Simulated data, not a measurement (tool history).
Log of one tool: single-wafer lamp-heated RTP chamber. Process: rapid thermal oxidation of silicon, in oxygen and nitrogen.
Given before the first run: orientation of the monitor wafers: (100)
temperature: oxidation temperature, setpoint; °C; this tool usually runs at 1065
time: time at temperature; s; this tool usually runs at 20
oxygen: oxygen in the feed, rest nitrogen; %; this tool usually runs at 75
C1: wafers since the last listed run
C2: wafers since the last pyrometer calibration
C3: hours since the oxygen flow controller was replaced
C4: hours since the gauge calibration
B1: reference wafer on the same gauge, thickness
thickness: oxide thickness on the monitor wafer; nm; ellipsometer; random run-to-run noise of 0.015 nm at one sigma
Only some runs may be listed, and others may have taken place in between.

Run 1, hour 0: usual settings but time 26 s; C1 0; C2 1357; C3 3944; C4 629.2; B1 3.841. Result: thickness 5.419 nm.
Run 2, hour 67: usual settings; C1 405; C2 1763; C3 4011; C4 696.2; B1 3.84. Result: thickness 4.868 nm.
Run 3, hour 99.1: usual settings; C1 194; C2 1957; C3 4043.1; C4 728.3; B1 3.84. Result: thickness 4.866 nm.
Run 4, hour 142.3: usual settings; C1 261; C2 2218; C3 4086.3; C4 771.5; B1 3.838. Result: thickness 4.853 nm.
Run 5, hour 186.9: usual settings; C1 269; C2 2488; C3 4130.9; C4 816.1; B1 3.839. Result: thickness 4.859 nm.
Run 6, hour 249.7: usual settings; C1 380; C2 2868; C3 4193.7; C4 878.9; B1 3.838. Result: thickness 4.869 nm.
Run 7, hour 320.3: usual settings; C1 427; C2 3296; C3 4264.3; C4 949.5; B1 3.838. Result: thickness 4.868 nm.
Run 8, hour 385.7: usual settings; C1 395; C2 3691; C3 4329.7; C4 1014.9; B1 3.839. Result: thickness 4.885 nm.
Run 9, hour 437.2: usual settings but temperature 1042 °C; C1 311; C2 4003; C3 4381.2; C4 1066.4; B1 3.844. Result: thickness 4.23 nm.
Run 10, hour 464.2: usual settings but temperature 1042 °C; C1 163; C2 4166; C3 4408.2; C4 1093.4; B1 3.838. Result: thickness 4.227 nm.
Run 11, hour 498.1: usual settings but temperature 1042 °C; C1 205; C2 4372; C3 4442.1; C4 1127.3; B1 3.841. Result: thickness 4.255 nm.
Run 12, hour 534.9: usual settings but oxygen 88 %; C1 222; C2 4594; C3 4478.9; C4 1164.1; B1 3.839. Result: thickness 5.188 nm.
Run 13, hour 576.9: usual settings but temperature 1076 °C; C1 254; C2 4849; C3 4520.9; C4 1206.1; B1 3.839. Result: thickness 5.295 nm.
Run 14, hour 645.5: usual settings but time 25 s, oxygen 53 %; C1 415; C2 5264; C3 4589.5; C4 1274.7; B1 3.84. Result: thickness 4.839 nm.
Run 15, hour 680.5: usual settings but time 26 s; C1 211; C2 5476; C3 4624.5; C4 1309.7; B1 3.841. Result: thickness 5.527 nm.
Run 16, hour 717.2: usual settings but time 28 s; C1 222; C2 5698; C3 4661.2; C4 1346.4; B1 3.843. Result: thickness 5.714 nm.
Run 17, hour 777.9: usual settings but temperature 1038 °C, time 28 s, oxygen 86 %; C1 367; C2 6065; C3 4721.9; C4 1407.1; B1 3.84. Result: thickness 5.015 nm.
Run 18, hour 814.2: usual settings but time 12 s, oxygen 48 %; C1 219; C2 6285; C3 4758.2; C4 1443.4; B1 3.843. Result: thickness 3.527 nm.
At hour 825: pyrometer window cleaned and pyrometer calibrated.
Run 19, hour 877.9: usual settings but temperature 1036 °C, time 11 s; C1 337; C2 320; C3 4821.9; C4 1507.1; B1 3.84. Result: thickness 3.205 nm.
At hour 891.6: gauge calibrated.
Run 20, hour 941.5: usual settings but temperature 1038 °C; C1 384; C2 705; C3 4885.5; C4 49.9; B1 3.839. Result: thickness 4.049 nm.
Run 21, hour 993.2: usual settings but temperature 1093 °C, time 28 s; C1 312; C2 1018; C3 4937.2; C4 101.6; B1 3.84. Result: thickness 6.656 nm.
At hour 1053.9: oxygen flow controller replaced.
Run 22, hour 1058.8: usual settings but oxygen 92 %; C1 348; C2 1366; C3 4.9; C4 167.2; B1 3.838. Result: thickness 5.206 nm.
Run 23, hour 1088.6: usual settings; C1 180; C2 1547; C3 34.7; C4 197; B1 3.84. Result: thickness 4.867 nm.
Run 24, hour 1145.7: usual settings but time 15 s; C1 345; C2 1892; C3 91.8; C4 254.1; B1 3.837. Result: thickness 4.341 nm.
Run 25, hour 1276.7: usual settings but temperature 1051 °C; C1 792; C2 2685; C3 222.8; C4 385.1; B1 3.84. Result: thickness 4.452 nm.

The next listed run, before its measurement:
Run 26, hour 1308.9: usual settings but time 10 s; C1 194; C2 2880; C3 255; C4 417.3; B1 ?. Result: thickness ?.

{"run 26": {"B1": 3.84, "thickness": 3.73}}
Minus the tool's unlogged condition, the same run would have read thickness 3.649 nm.
